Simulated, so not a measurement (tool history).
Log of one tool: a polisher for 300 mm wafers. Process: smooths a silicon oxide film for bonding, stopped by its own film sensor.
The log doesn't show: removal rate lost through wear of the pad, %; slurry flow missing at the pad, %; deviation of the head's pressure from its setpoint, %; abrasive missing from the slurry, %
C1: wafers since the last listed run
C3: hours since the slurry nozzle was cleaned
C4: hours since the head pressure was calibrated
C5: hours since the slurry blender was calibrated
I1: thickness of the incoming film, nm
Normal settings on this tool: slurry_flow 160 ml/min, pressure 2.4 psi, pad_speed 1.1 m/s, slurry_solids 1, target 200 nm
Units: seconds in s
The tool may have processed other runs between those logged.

{"run": 1, "day": 0.0, "slurry_flow": 160, "pressure": 2.4, "pad_speed": 1.36, "slurry_solids": 1, "target": 200, "C1": 0, "wafers polished on this pad": 1075, "C3": 430.7, "C4": 619.9, "C5": 33.7, "I1": 258.3, "seconds": 67.4}
{"day": 0.375, "done": "worn pad replaced by a new one"}
{"run": 2, "day": 0.396, "slurry_flow": 160, "pressure": 2.4, "pad_speed": 1.36, "slurry_solids": 1, "target": 200, "C1": 81, "wafers polished on this pad": 6, "C3": 440.2, "C4": 629.4, "C5": 43.2, "I1": 258.6, "seconds": 67.6}
{"run": 3, "day": 1.729, "slurry_flow": 160, "pressure": 2.7, "pad_speed": 1.1, "slurry_solids": 1, "target": 200, "C1": 474, "wafers polished on this pad": 481, "C3": 472.2, "C4": 661.4, "C5": 75.2, "I1": 262.9, "seconds": 77.1}
{"run": 4, "day": 2.242, "slurry_flow": 160, "pressure": 2.7, "pad_speed": 1.1, "slurry_solids": 1, "target": 200, "C1": 182, "wafers polished on this pad": 663, "C3": 484.5, "C4": 673.7, "C5": 87.5, "I1": 256.1, "seconds": 71.7}
{"run": 5, "day": 2.562, "slurry_flow": 160, "pressure": 2.4, "pad_speed": 1.1, "slurry_solids": 1, "target": 193, "C1": 114, "wafers polished on this pad": 777, "C3": 492.2, "C4": 681.4, "C5": 95.2, "I1": 262.2, "seconds": 99.5}
{"day": 3.333, "done": "worn pad replaced by a new one"}
{"day": 3.408, "done": "slurry blender recalibrated"}
{"run": 6, "day": 3.429, "slurry_flow": 160, "pressure": 2.4, "pad_speed": 1.1, "slurry_solids": 1, "target": 193, "C1": 222, "wafers polished on this pad": 7, "C3": 513, "C4": 702.2, "C5": 0.5, "I1": 263.9, "seconds": 87}
{"run": 7, "day": 3.879, "slurry_flow": 160, "pressure": 2.4, "pad_speed": 1.1, "slurry_solids": 1, "target": 193, "C1": 160, "wafers polished on this pad": 168, "C3": 523.8, "C4": 713, "C5": 11.3, "I1": 262.4, "seconds": 86.3}
{"run": 8, "day": 4.279, "slurry_flow": 160, "pressure": 2.4, "pad_speed": 1.1, "slurry_solids": 1, "target": 200, "C1": 142, "wafers polished on this pad": 310, "C3": 533.4, "C4": 722.6, "C5": 20.9, "I1": 257.4, "seconds": 71.2}
{"day": 4.621, "done": "head pressure recalibrated"}
{"run": 9, "day": 4.733, "slurry_flow": 160, "pressure": 2.4, "pad_speed": 1.1, "slurry_solids": 1, "target": 200, "C1": 131, "wafers polished on this pad": 442, "C3": 544.3, "C4": 2.7, "C5": 31.8, "I1": 260.7, "seconds": 77.2}
{"run": 10, "day": 5.375, "slurry_flow": 160, "pressure": 2.4, "pad_speed": 1.1, "slurry_solids": 1, "target": 200, "C1": 228, "wafers polished on this pad": 670, "C3": 559.7, "C4": 18.1, "C5": 47.2, "I1": 258.3, "seconds": 76.1}
{"run": 11, "day": 5.967, "slurry_flow": 160, "pressure": 2.4, "pad_speed": 1.1, "slurry_solids": 1, "target": 216, "C1": 210, "wafers polished on this pad": 881, "C3": 573.9, "C4": 32.3, "C5": 61.4, "I1": 259.6, "seconds": 57.9}
{"day": 6.204, "done": "worn pad replaced by a new one"}
{"run": 12, "day": 6.317, "slurry_flow": 160, "pressure": 2.4, "pad_speed": 1.18, "slurry_solids": 1, "target": 200, "C1": 65, "wafers polished on this pad": 40, "C3": 582.3, "C4": 40.7, "C5": 69.8, "I1": 261.8, "seconds": 79.3}
{"run": 13, "day": 7.012, "slurry_flow": 160, "pressure": 2.4, "pad_speed": 1.18, "slurry_solids": 1, "target": 200, "C1": 247, "wafers polished on this pad": 287, "C3": 599, "C4": 57.4, "C5": 86.5, "I1": 260.2, "seconds": 79.5}
{"run": 14, "day": 7.329, "slurry_flow": 160, "pressure": 2.4, "pad_speed": 1.1, "slurry_solids": 1, "target": 193, "C1": 112, "wafers polished on this pad": 400, "C3": 606.6, "C4": 65, "C5": 94.1, "I1": 261.2, "seconds": 93.5}
{"day": 7.733, "done": "slurry blender recalibrated"}
{"run": 15, "day": 7.754, "slurry_flow": 160, "pressure": 3.1, "pad_speed": 1.46, "slurry_solids": 1.2, "target": 212, "C1": 121, "wafers polished on this pad": 521, "C3": 616.8, "C4": 75.2, "C5": 0.5, "I1": 257.8, "seconds": 32.8}
{"run": 16, "day": 8.117, "slurry_flow": 160, "pressure": 2.4, "pad_speed": 1.1, "slurry_solids": 0.9, "target": 215, "C1": 128, "wafers polished on this pad": 650, "C3": 625.5, "C4": 83.9, "C5": 9.2, "I1": 259.1, "seconds": 60.3}
{"day": 8.346, "done": "slurry nozzle cleaned"}
{"run": 17, "day": 8.521, "slurry_flow": 160, "pressure": 2.4, "pad_speed": 0.86, "slurry_solids": 0.9, "target": 200, "C1": 128, "wafers polished on this pad": 779, "C3": 4.2, "C4": 93.6, "C5": 18.9, "I1": 257.4, "seconds": 90.5}
{"run": 18, "day": 9.033, "slurry_flow": 110, "pressure": 2.4, "pad_speed": 1.48, "slurry_solids": 1.15, "target": 200, "C1": 182, "wafers polished on this pad": 962, "C3": 16.5, "C4": 105.9, "C5": 31.2, "I1": 261.8, "seconds": 63.4}
{"run": 19, "day": 9.312, "slurry_flow": 160, "pressure": 2.4, "pad_speed": 1.1, "slurry_solids": 1.15, "target": 206, "C1": 99, "wafers polished on this pad": 1061, "C3": 23.2, "C4": 112.6, "C5": 37.9, "I1": 262.8, "seconds": 66.1}
{"day": 9.583, "done": "worn pad replaced by a new one"}
{"run": 20, "day": 9.733, "slurry_flow": 160, "pressure": 2.4, "pad_speed": 1.1, "slurry_solids": 1, "target": 200, "C1": 90, "wafers polished on this pad": 53, "C3": 33.3, "C4": 122.7, "C5": 48, "I1": 256.7, "seconds": 75.4}
{"run": 21, "day": 10.0, "slurry_flow": 160, "pressure": 2.4, "pad_speed": 1.1, "slurry_solids": 1, "target": 200, "C1": 94, "wafers polished on this pad": 148, "C3": 39.7, "C4": 129.1, "C5": 54.4, "I1": 261, "seconds": 79.8}
{"run": 22, "day": 10.638, "slurry_flow": 160, "pressure": 2.4, "pad_speed": 1.1, "slurry_solids": 1, "target": 200, "C1": 226, "wafers polished on this pad": 375, "C3": 55, "C4": 144.4, "C5": 69.7, "I1": 260, "seconds": 82}
{"run": 23, "day": 11.067, "slurry_flow": 160, "pressure": 1.9, "pad_speed": 1, "slurry_solids": 1.2, "target": 217, "C1": 152, "wafers polished on this pad": 528, "C3": 65.3, "C4": 154.7, "C5": 80, "I1": 261.1, "seconds": 68}
{"run": 24, "day": 11.633, "slurry_flow": 130, "pressure": 2.4, "pad_speed": 1.48, "slurry_solids": 0.8, "target": 193, "C1": 201, "wafers polished on this pad": 729, "C3": 78.9, "C4": 168.3, "C5": 93.6, "I1": 264.5, "seconds": 109.3}
{"run": 25, "day": 11.921, "slurry_flow": 160, "pressure": 2.4, "pad_speed": 1.1, "slurry_solids": 1, "target": 213, "C1": 102, "wafers polished on this pad": 832, "C3": 85.8, "C4": 175.2, "C5": 100.5, "I1": 257.1, "seconds": 63.1}
{"run": 26, "day": 12.588, "slurry_flow": 160, "pressure": 2, "pad_speed": 1.1, "slurry_solids": 0.85, "target": 200, "C1": 237, "wafers polished on this pad": 1069, "C3": 101.8, "C4": 191.2, "C5": 116.5, "I1": 255.2, "seconds": 114.2}
{"day": 12.696, "done": "slurry blender recalibrated"}
{"day": 12.767, "done": "worn pad replaced by a new one"}
{"run": 27, "day": 12.912, "slurry_flow": 120, "pressure": 2.4, "pad_speed": 1.1, "slurry_solids": 1, "target": 191, "C1": 61, "wafers polished on this pad": 51, "C3": 109.6, "C4": 199, "C5": 5.2, "I1": 263.4, "seconds": 93.1}
{"run": 28, "day": 13.167, "slurry_flow": 160, "pressure": 2.4, "pad_speed": 1.1, "slurry_solids": 0.8, "target": 200, "C1": 90, "wafers polished on this pad": 141, "C3": 115.7, "C4": 205.1, "C5": 11.3, "I1": 260.3, "seconds": 94.7}
{"run": 29, "day": 13.721, "slurry_flow": 160, "pressure": 2.7, "pad_speed": 1.1, "slurry_solids": 1, "target": 189, "C1": 197, "wafers polished on this pad": 339, "C3": 129, "C4": 218.4, "C5": 24.6, "I1": 261.4, "seconds": 81.8}

What differs in the tool's unlogged condition from the final listed run ahead of each entry between runs to the first listed run following it?
In the gap between runs 1 and 2: worn pad replaced by a new one (day 0.375)
  abrasive missing from the slurry, %: 7.88 -> 9.25
  measured result minus the result with no hidden state, seconds: +4.4 -> +5.2 s
In the gap between runs 5 and 6: worn pad replaced by a new one (day 3.333); slurry blender recalibrated (day 3.408)
  abrasive missing from the slurry, %: 16.7 -> 0.632
  measured result minus the result with no hidden state, seconds: +15.2 -> +0.4 s
In the gap between runs 8 and 9: head pressure recalibrated (day 4.621)
  abrasive missing from the slurry, %: 3.57 -> 5.14
  measured result minus the result with no hidden state, seconds: +2 -> +3.2 s
In the gap between runs 11 and 12: worn pad replaced by a new one (day 6.204)
  abrasive missing from the slurry, %: 9.4 -> 10.6
  measured result minus the result with no hidden state, seconds: +4.6 -> +7.2 s
In the gap between runs 14 and 15: slurry blender recalibrated (day 7.733)
  abrasive missing from the slurry, %: 14.1 -> 1.12
  measured result minus the result with no hidden state, seconds: +11.8 -> +0.2 s
In the gap between runs 16 and 17: slurry nozzle cleaned (day 8.346)
  abrasive missing from the slurry, %: 2.37 -> 3.77
  measured result minus the result with no hidden state, seconds: +1.3 -> +3 s
In the gap between runs 19 and 20: worn pad replaced by a new one (day 9.583)
  abrasive missing from the slurry, %: 6.5 -> 7.96
  measured result minus the result with no hidden state, seconds: +3.1 -> +5 s
In the gap between runs 26 and 27: slurry blender recalibrated (day 12.696); worn pad replaced by a new one (day 12.767)
  abrasive missing from the slurry, %: 17.8 -> 2.34
  measured result minus the result with no hidden state, seconds: +21.3 -> +1.7 s
